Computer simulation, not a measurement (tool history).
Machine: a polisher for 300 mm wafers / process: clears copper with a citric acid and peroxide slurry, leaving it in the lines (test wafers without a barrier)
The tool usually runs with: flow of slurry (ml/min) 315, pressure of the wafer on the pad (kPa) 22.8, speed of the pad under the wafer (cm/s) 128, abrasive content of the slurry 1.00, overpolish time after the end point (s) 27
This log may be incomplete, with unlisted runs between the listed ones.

run,day,flow of slurry (ml/min),pressure of the wafer on the pad (kPa),speed of the pad under the wafer (cm/s),abrasive content of the slurry,overpolish time after the end point (s),"incoming thickness of the incoming film, nm",time until the end point was called (s),dishing of a wide line in a test structure (angstrom)
1,0.000,315,22.8,128,1.00,27,388.1,151.8,434
2,1.400,315,22.8,128,1.00,27,383.2,159.8,429
# day 1.842: worn pad replaced by a new one
3,2.250,315,22.8,128,1.00,27,386.6,138.9,478
4,3.142,315,20.0,128,1.00,27,384.5,162.3,414
5,3.996,315,20.0,128,1.00,27,388.2,168.6,401
6,4.754,315,22.8,128,1.00,27,386.0,145.0,449
7,6.050,315,22.8,128,1.00,27,384.5,155.5,442
# day 6.654: slurry blender recalibrated
8,6.879,315,22.8,128,1.00,27,386.6,154.3,424
# day 7.583: slurry nozzle cleaned
# day 7.700: worn pad replaced by a new one
9,8.075,315,22.8,128,1.00,27,385.1,142.9,448
10,9.146,315,26.2,162,1.00,27,382.4,106.0,597
11,9.688,315,25.5,116,1.00,27,384.2,141.9,452
# day 10.175: head pressure recalibrated
12,10.579,225,22.8,140,1.00,27,380.2,127.6,489
13,11.242,315,22.8,128,1.00,27,386.1,143.2,463
14,11.929,315,22.8,128,1.00,27,389.3,144.2,468
15,12.533,315,22.8,128,1.00,27,381.7,141.5,458
16,13.071,345,22.8,128,1.00,42,386.4,147.0,636
# day 13.188: slurry blender recalibrated
# day 13.246: worn pad replaced by a new one
17,13.638,315,17.2,128,1.25,18,378.5,161.3,284
18,14.642,315,22.8,160,1.00,27,388.0,112.0,563
19,15.300,315,22.8,128,1.00,37,386.3,135.1,623

Each row is a separate what-if for the run after 19, all from the same tool condition, not one after another. Results?
A,15.321,255,22.8,128,1.00,27,390.1,?,?
B,15.321,315,27.6,128,1.00,27,390.1,?,?
C,15.321,415,22.8,128,0.90,42,390.1,?,?

run,time until the end point was called (s),dishing of a wide line in a test structure (angstrom)
A,139.0,466
B,113.4,557
C,137.8,659
With no hidden state in the tool, these same runs would have given:
run,time until the end point was called (s),dishing of a wide line in a test structure (angstrom)
A,131.6,487
B,107.4,581
C,130.4,685
